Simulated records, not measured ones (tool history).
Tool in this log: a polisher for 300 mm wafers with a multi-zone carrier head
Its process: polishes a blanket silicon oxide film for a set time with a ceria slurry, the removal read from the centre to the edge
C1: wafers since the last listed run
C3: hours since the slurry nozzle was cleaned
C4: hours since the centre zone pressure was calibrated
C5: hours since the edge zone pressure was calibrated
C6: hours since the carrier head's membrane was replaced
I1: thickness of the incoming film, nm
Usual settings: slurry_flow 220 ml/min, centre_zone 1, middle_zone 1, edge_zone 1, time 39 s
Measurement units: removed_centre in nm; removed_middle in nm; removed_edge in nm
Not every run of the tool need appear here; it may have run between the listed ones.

{"run": 1, "hour": 0.0, "slurry_flow": 220, "centre_zone": 1, "middle_zone": 1, "edge_zone": 1, "time": 39, "C1": 0, "wafers polished on this pad": 86, "C3": 147, "C4": 217, "C5": 39.6, "C6": 23.9, "I1": 1855.1, "removed_centre": 150.1, "removed_middle": 142.5, "removed_edge": 139.4}
{"run": 2, "hour": 34.9, "slurry_flow": 255, "centre_zone": 1, "middle_zone": 1, "edge_zone": 1, "time": 39, "C1": 425, "wafers polished on this pad": 512, "C3": 181.9, "C4": 251.9, "C5": 74.5, "C6": 58.8, "I1": 1829.1, "removed_centre": 151.1, "removed_middle": 146.5, "removed_edge": 140.5}
{"run": 3, "hour": 57.9, "slurry_flow": 220, "centre_zone": 1, "middle_zone": 1, "edge_zone": 1, "time": 39, "C1": 280, "wafers polished on this pad": 792, "C3": 204.9, "C4": 274.9, "C5": 97.5, "C6": 81.8, "I1": 1836.1, "removed_centre": 149.3, "removed_middle": 144.3, "removed_edge": 143}
{"run": 4, "hour": 80.0, "slurry_flow": 220, "centre_zone": 1, "middle_zone": 1, "edge_zone": 1, "time": 39, "C1": 269, "wafers polished on this pad": 1061, "C3": 227, "C4": 297, "C5": 119.6, "C6": 103.9, "I1": 1862.2, "removed_centre": 148.2, "removed_middle": 144, "removed_edge": 142.2}
{"run": 5, "hour": 115.0, "slurry_flow": 160, "centre_zone": 1, "middle_zone": 1, "edge_zone": 1, "time": 39, "C1": 426, "wafers polished on this pad": 1488, "C3": 262, "C4": 332, "C5": 154.6, "C6": 138.9, "I1": 1848, "removed_centre": 138.9, "removed_middle": 135, "removed_edge": 133.4}
{"run": 6, "hour": 144.8, "slurry_flow": 195, "centre_zone": 1, "middle_zone": 1, "edge_zone": 1, "time": 39, "C1": 363, "wafers polished on this pad": 1852, "C3": 291.8, "C4": 361.8, "C5": 184.4, "C6": 168.7, "I1": 1873.7, "removed_centre": 146.9, "removed_middle": 139.7, "removed_edge": 135.9}
{"run": 7, "hour": 158.4, "slurry_flow": 175, "centre_zone": 1, "middle_zone": 0.97, "edge_zone": 1.04, "time": 44, "C1": 165, "wafers polished on this pad": 2017, "C3": 305.4, "C4": 375.4, "C5": 198, "C6": 182.3, "I1": 1883.5, "removed_centre": 156.3, "removed_middle": 149.4, "removed_edge": 153.7}
{"run": 8, "hour": 184.4, "slurry_flow": 220, "centre_zone": 1, "middle_zone": 1, "edge_zone": 1.07, "time": 39, "C1": 317, "wafers polished on this pad": 2334, "C3": 331.4, "C4": 401.4, "C5": 224, "C6": 208.3, "I1": 1860.1, "removed_centre": 143.6, "removed_middle": 142.6, "removed_edge": 144.3}
{"run": 9, "hour": 208.5, "slurry_flow": 220, "centre_zone": 1, "middle_zone": 0.89, "edge_zone": 1, "time": 39, "C1": 293, "wafers polished on this pad": 2628, "C3": 355.5, "C4": 425.5, "C5": 248.1, "C6": 232.4, "I1": 1840.9, "removed_centre": 147.4, "removed_middle": 128.4, "removed_edge": 143.3}
{"hour": 223.4, "done": "worn pad replaced by a new one"}
{"run": 10, "hour": 226.2, "slurry_flow": 220, "centre_zone": 0.95, "middle_zone": 1, "edge_zone": 1.05, "time": 39, "C1": 167, "wafers polished on this pad": 34, "C3": 373.2, "C4": 443.2, "C5": 265.8, "C6": 250.1, "I1": 1865.4, "removed_centre": 139.5, "removed_middle": 144.3, "removed_edge": 143.2}
{"run": 11, "hour": 260.8, "slurry_flow": 295, "centre_zone": 1, "middle_zone": 1, "edge_zone": 1, "time": 39, "C1": 421, "wafers polished on this pad": 456, "C3": 407.8, "C4": 477.8, "C5": 300.4, "C6": 284.7, "I1": 1901.8, "removed_centre": 153.3, "removed_middle": 150.4, "removed_edge": 144.9}
{"run": 12, "hour": 290.6, "slurry_flow": 220, "centre_zone": 1, "middle_zone": 1, "edge_zone": 1, "time": 39, "C1": 363, "wafers polished on this pad": 819, "C3": 437.6, "C4": 507.6, "C5": 330.2, "C6": 314.5, "I1": 1889.1, "removed_centre": 145.2, "removed_middle": 142.5, "removed_edge": 139.9}
{"run": 13, "hour": 322.6, "slurry_flow": 220, "centre_zone": 1, "middle_zone": 1, "edge_zone": 1, "time": 44, "C1": 390, "wafers polished on this pad": 1210, "C3": 469.6, "C4": 539.6, "C5": 362.2, "C6": 346.5, "I1": 1839.8, "removed_centre": 164.6, "removed_middle": 161, "removed_edge": 154.3}
{"run": 14, "hour": 385.3, "slurry_flow": 220, "centre_zone": 1, "middle_zone": 1, "edge_zone": 1, "time": 49, "C1": 764, "wafers polished on this pad": 1974, "C3": 532.3, "C4": 602.3, "C5": 424.9, "C6": 409.2, "I1": 1846.3, "removed_centre": 183.2, "removed_middle": 174.8, "removed_edge": 177.3}
{"hour": 417.4, "done": "worn pad replaced by a new one"}
{"run": 15, "hour": 419.3, "slurry_flow": 220, "centre_zone": 1, "middle_zone": 1, "edge_zone": 1, "time": 39, "C1": 365, "wafers polished on this pad": 23, "C3": 566.3, "C4": 636.3, "C5": 458.9, "C6": 443.2, "I1": 1830.8, "removed_centre": 144.1, "removed_middle": 138.2, "removed_edge": 137}
{"run": 16, "hour": 433.7, "slurry_flow": 220, "centre_zone": 1, "middle_zone": 1, "edge_zone": 1, "time": 39, "C1": 175, "wafers polished on this pad": 198, "C3": 580.7, "C4": 650.7, "C5": 473.3, "C6": 457.6, "I1": 1888.1, "removed_centre": 141.2, "removed_middle": 138.6, "removed_edge": 137.5}
{"run": 17, "hour": 469.6, "slurry_flow": 220, "centre_zone": 1, "middle_zone": 1, "edge_zone": 1, "time": 39, "C1": 437, "wafers polished on this pad": 636, "C3": 616.6, "C4": 686.6, "C5": 509.2, "C6": 493.5, "I1": 1847.5, "removed_centre": 141.8, "removed_middle": 139.5, "removed_edge": 138.4}
{"run": 18, "hour": 504.8, "slurry_flow": 220, "centre_zone": 1, "middle_zone": 1, "edge_zone": 1, "time": 39, "C1": 429, "wafers polished on this pad": 1065, "C3": 651.8, "C4": 721.8, "C5": 544.4, "C6": 528.7, "I1": 1874.4, "removed_centre": 143.1, "removed_middle": 137.7, "removed_edge": 139.4}
{"run": 19, "hour": 518.9, "slurry_flow": 270, "centre_zone": 1.1, "middle_zone": 1, "edge_zone": 1.04, "time": 32, "C1": 171, "wafers polished on this pad": 1237, "C3": 665.9, "C4": 735.9, "C5": 558.5, "C6": 542.8, "I1": 1845.6, "removed_centre": 132.4, "removed_middle": 117, "removed_edge": 117}
{"run": 20, "hour": 534.7, "slurry_flow": 220, "centre_zone": 1, "middle_zone": 0.96, "edge_zone": 1, "time": 39, "C1": 192, "wafers polished on this pad": 1430, "C3": 681.7, "C4": 751.7, "C5": 574.3, "C6": 558.6, "I1": 1868.7, "removed_centre": 142.4, "removed_middle": 133.4, "removed_edge": 137.6}
{"run": 21, "hour": 548.0, "slurry_flow": 220, "centre_zone": 0.91, "middle_zone": 1, "edge_zone": 1, "time": 34, "C1": 162, "wafers polished on this pad": 1592, "C3": 695, "C4": 765, "C5": 587.6, "C6": 571.9, "I1": 1875.3, "removed_centre": 110.6, "removed_middle": 119.5, "removed_edge": 116.3}

Each row is a separate what-if for the run after 21, all from the same tool condition, not one after another. Results?
{"run": "A", "hour": 548.4, "slurry_flow": 220, "centre_zone": 1, "middle_zone": 1, "edge_zone": 1, "time": 39, "C1": 4, "wafers polished on this pad": 1597, "C3": 695.4, "C4": 765.4, "C5": 588, "C6": 572.3, "I1": 1862, "removed_centre": "?", "removed_middle": "?", "removed_edge": "?"}
{"run": "B", "hour": 548.4, "slurry_flow": 290, "centre_zone": 1.07, "middle_zone": 1, "edge_zone": 1, "time": 39, "C1": 4, "wafers polished on this pad": 1597, "C3": 695.4, "C4": 765.4, "C5": 588, "C6": 572.3, "I1": 1862, "removed_centre": "?", "removed_middle": "?", "removed_edge": "?"}
{"run": "C", "hour": 548.4, "slurry_flow": 155, "centre_zone": 1, "middle_zone": 1, "edge_zone": 0.92, "time": 44, "C1": 4, "wafers polished on this pad": 1597, "C3": 695.4, "C4": 765.4, "C5": 588, "C6": 572.3, "I1": 1862, "removed_centre": "?", "removed_middle": "?", "removed_edge": "?"}
{"run": "D", "hour": 548.4, "slurry_flow": 220, "centre_zone": 1, "middle_zone": 1, "edge_zone": 1.09, "time": 39, "C1": 4, "wafers polished on this pad": 1597, "C3": 695.4, "C4": 765.4, "C5": 588, "C6": 572.3, "I1": 1862, "removed_centre": "?", "removed_middle": "?", "removed_edge": "?"}
{"run": "E", "hour": 548.4, "slurry_flow": 255, "centre_zone": 1.04, "middle_zone": 1, "edge_zone": 1, "time": 39, "C1": 4, "wafers polished on this pad": 1597, "C3": 695.4, "C4": 765.4, "C5": 588, "C6": 572.3, "I1": 1862, "removed_centre": "?", "removed_middle": "?", "removed_edge": "?"}

run=A removed_centre=138.4 removed_middle=137.9 removed_edge=138.8
run=B removed_centre=156.3 removed_middle=144.6 removed_edge=143.7
run=C removed_centre=141.4 removed_middle=142.6 removed_edge=143.1
run=D removed_centre=138.4 removed_middle=137.9 removed_edge=143.1
run=E removed_centre=148.5 removed_middle=141.7 removed_edge=141.6
With the hidden condition removed and each run's random variation left untouched, the same runs would have given:
run=A removed_centre=146.8 removed_middle=145.4 removed_edge=144.3
run=B removed_centre=163.3 removed_middle=150.4 removed_edge=148.1
run=C removed_centre=154.4 removed_middle=154 removed_edge=151
run=D removed_centre=146.8 removed_middle=145.4 removed_edge=148.8
run=E removed_centre=156.1 removed_middle=148.3 removed_edge=146.4
